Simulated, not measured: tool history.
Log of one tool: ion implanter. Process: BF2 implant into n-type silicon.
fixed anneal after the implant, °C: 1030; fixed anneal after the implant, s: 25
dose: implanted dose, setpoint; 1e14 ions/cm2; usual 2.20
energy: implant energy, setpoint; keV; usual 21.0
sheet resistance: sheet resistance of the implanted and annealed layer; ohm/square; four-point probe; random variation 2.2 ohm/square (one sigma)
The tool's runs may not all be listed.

run,day,dose,energy,"read-back reference wafer on the same gauge, sheet resistance",sheet resistance
1,0.000,2.20,21.0,512.77,468.46
2,0.883,2.20,21.0,511.26,469.80
3,1.692,2.65,21.0,511.99,403.45
4,2.896,2.44,21.0,509.91,428.23
5,4.092,2.44,21.0,510.77,431.49
6,5.142,2.44,21.0,509.81,425.65
7,6.471,2.20,21.0,508.10,465.73
# day 7.262: gauge calibrated
8,10.417,2.20,21.0,517.42,470.53
9,11.333,2.20,21.0,518.16,475.25
10,12.729,2.20,21.0,515.66,472.03
11,14.521,2.20,21.0,515.59,472.95
12,15.125,2.20,21.0,516.51,467.92
13,16.521,2.53,21.0,515.25,419.36
14,17.050,2.53,21.0,514.92,416.51
15,18.108,2.53,21.0,514.71,420.72
# day 18.962: Faraday cup replaced and dose calibrated
16,19.592,2.20,21.0,514.42,465.84
17,20.221,2.70,21.0,513.79,395.21
18,21.275,2.20,26.5,512.70,459.50
19,22.000,2.20,21.0,512.05,468.06
20,22.829,2.85,21.0,510.75,376.01
21,24.071,1.76,23.5,509.75,557.85
# day 24.712: gauge calibrated
22,25.150,2.20,21.0,517.36,472.93
23,26.125,2.20,21.0,516.51,471.44
24,27.258,2.20,21.0,517.04,473.43
# day 27.900: extraction supply calibrated
25,28.625,2.00,21.0,517.28,517.41
26,29.567,1.93,16.0,516.04,544.18
27,30.383,1.78,19.0,517.09,579.20
28,31.629,2.44,21.0,516.37,437.71
29,32.750,2.47,17.5,516.23,434.79
30,36.475,2.44,27.0,513.60,417.85
31,37.258,2.20,15.5,513.60,486.26

Hidden state or all else? Some run-to-run changes of sheet resistance, split into what the settings, what came in and random variation would give without the hidden state, and what is left for the hidden state (with any gauge scatter that isn't in both results):
The hidden state here: deviation of the true dose from the Faraday cup's reading, %; deviation of the true energy from its setpoint, %; gauge reads high (%).
Run 7 -> 8: gauge calibrated. sheet resistance +4.80 ohm/square: hidden state +8.25, all else -3.45.
Run 19 -> 20: dose 2.20 -> 2.85. sheet resistance -92.05 ohm/square: hidden state +0.43, all else -92.48.
Run 20 -> 21: dose 2.85 -> 1.76, energy 21.0 -> 23.5. sheet resistance +181.84 ohm/square: hidden state -3.13, all else +184.97.
Run 21 -> 22: dose 1.76 -> 2.20, energy 23.5 -> 21.0, gauge calibrated. sheet resistance -84.92 ohm/square: hidden state +7.79, all else -92.71.
Run 27 -> 28: dose 1.78 -> 2.44, energy 19.0 -> 21.0. sheet resistance -141.49 ohm/square: hidden state -0.27, all else -141.22.
